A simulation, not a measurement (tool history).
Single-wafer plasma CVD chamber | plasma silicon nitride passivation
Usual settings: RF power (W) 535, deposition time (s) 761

| run | hour | RF power (W) | deposition time (s) | wafers since the last listed run | hours since the last RF generator calibration | hours since the showerhead was replaced | hours since the gauge calibration | read-back reference wafer on the same gauge, thickness_nm | mean film thickness on the monitor wafer (nm) |
|---|---|---|---|---|---|---|---|---|---|
| 1 | 0 | 535 | 761 | 0 | 1540.8 | 5474.6 | 73.8 | 1250.176 | 1253.036 |
| 2 | 32.7 | 615 | 761 | 80 | 1573.5 | 5507.3 | 106.5 | 1249.947 | 1289.178 |
| 3 | 38.8 | 480 | 761 | 15 | 1579.6 | 5513.4 | 112.6 | 1249.712 | 1229.797 |
| 4 | 51.4 | 535 | 761 | 31 | 1592.2 | 5526 | 125.2 | 1250.847 | 1254.047 |
| 5 | 61.2 | 535 | 761 | 24 | 1602 | 5535.8 | 135 | 1250.15 | 1254.453 |
| 6 | 71.2 | 535 | 689 | 24 | 1612 | 5545.8 | 145 | 1250.294 | 1135.739 |
| 7 | 82.7 | 535 | 689 | 28 | 1623.5 | 5557.3 | 156.5 | 1250.106 | 1134.534 |
| 8 | 96.5 | 535 | 689 | 34 | 1637.3 | 5571.1 | 170.3 | 1250.12 | 1136.152 |
| 9 | 114.1 | 535 | 761 | 43 | 1654.9 | 5588.7 | 187.9 | 1249.989 | 1253.367 |
| 10 | 128 | 535 | 761 | 34 | 1668.8 | 5602.6 | 201.8 | 1249.671 | 1253.48 |
| 11 | 145.6 | 535 | 761 | 43 | 1686.4 | 5620.2 | 219.4 | 1249.709 | 1253.12 |
| 12 | 160.6 | 535 | 695 | 37 | 1701.4 | 5635.2 | 234.4 | 1249.929 | 1146.814 |
|  | 169.5 | gauge calibrated |
|  | 180.6 | RF generator calibrated |
| 13 | 181.1 | 535 | 695 | 30 | 0.5 | 5655.7 | 11.6 | 1250.37 | 1144.3 |
| 14 | 187.6 | 535 | 761 | 16 | 7 | 5662.2 | 18.1 | 1250.003 | 1252.461 |
| 15 | 204 | 610 | 761 | 40 | 23.4 | 5678.6 | 34.5 | 1250.04 | 1288.302 |
| 16 | 211.3 | 535 | 761 | 18 | 30.7 | 5685.9 | 41.8 | 1249.643 | 1252.664 |
| 17 | 219.9 | 600 | 819 | 21 | 39.3 | 5694.5 | 50.4 | 1250.083 | 1382.447 |
| 18 | 226.8 | 480 | 761 | 17 | 46.2 | 5701.4 | 57.3 | 1249.68 | 1228.359 |
|  | 235.4 | showerhead replaced |
| 19 | 236 | 535 | 761 | 2 | 55.4 | 0.6 | 66.5 | 1249.944 | 1253.093 |
| 20 | 253.3 | 630 | 761 | 42 | 72.7 | 17.9 | 83.8 | 1250.013 | 1299.307 |
| 21 | 259.6 | 460 | 687 | 15 | 79 | 24.2 | 90.1 | 1250.014 | 1097.878 |
| 22 | 275.2 | 495 | 874 | 38 | 94.6 | 39.8 | 105.7 | 1250.211 | 1419.641 |
| 23 | 291.3 | 440 | 807 | 39 | 110.7 | 55.9 | 121.8 | 1250.857 | 1276.179 |
| 24 | 328.5 | 440 | 907 | 91 | 147.9 | 93.1 | 159 | 1250.995 | 1438.808 |

Forecast run 25:
| 25 | 351.8 | 465 | 854 | 57 | 171.2 | 116.4 | 182.3 | ? | ? |

Run 25 gave read-back reference wafer on the same gauge, thickness_nm 1249.723, mean film thickness on the monitor wafer (nm) 1367.162.
Without the tool's hidden state the same run would have given mean film thickness on the monitor wafer (nm) 1367.162.
